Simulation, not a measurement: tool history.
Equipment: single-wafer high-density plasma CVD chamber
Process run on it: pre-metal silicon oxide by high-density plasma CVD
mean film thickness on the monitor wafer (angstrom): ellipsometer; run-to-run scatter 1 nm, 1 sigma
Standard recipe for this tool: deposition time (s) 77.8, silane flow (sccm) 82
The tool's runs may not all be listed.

| run | day | deposition time (s) | silane flow (sccm) | wafers since the last listed run | hours since the silane flow controller was replaced | hours since the gauge calibration | read-back reference wafer on the same gauge, thickness_nm | mean film thickness on the monitor wafer (angstrom) |
|---|---|---|---|---|---|---|---|---|
| 1 | 0 | 77.8 | 86 | 0 | 4930.9 | 156.9 | 769.172 | 7383.79 |
| 2 | 2.779 | 77.8 | 82 | 977 | 4997.6 | 223.6 | 768.912 | 7037.34 |
| 3 | 5.45 | 77.8 | 93 | 939 | 5061.7 | 287.7 | 768.825 | 8015.37 |
| 4 | 6.942 | 77.8 | 93 | 524 | 5097.5 | 323.5 | 768.953 | 8001.91 |
| 5 | 10.567 | 77.8 | 74 | 1275 | 5184.5 | 410.5 | 768.747 | 6406.85 |
| 6 | 12.442 | 66.2 | 82 | 659 | 5229.5 | 455.5 | 768.752 | 6029.66 |
|  | 12.638 | gauge calibrated |
| 7 | 13.654 | 66.2 | 82 | 426 | 5258.6 | 24.4 | 768.892 | 6029.77 |
| 8 | 15.183 | 77.8 | 82 | 537 | 5295.3 | 61.1 | 768.838 | 7100.47 |
|  | 17.721 | silane flow controller replaced |
| 9 | 17.758 | 77.8 | 82 | 788 | 0.9 | 122.9 | 769.151 | 6599.96 |

Run 10, settings as shown, results not yet in. Your forecast:
| 10 | 19.354 | 87.9 | 90 | 561 | 39.2 | 161.2 | ? | ? |

read-back reference wafer on the same gauge, thickness_nm: 768.932
mean film thickness on the monitor wafer (angstrom): 8190.36
Had the tool carried no hidden state, the very same run would have given mean film thickness on the monitor wafer (angstrom) 8256.62.
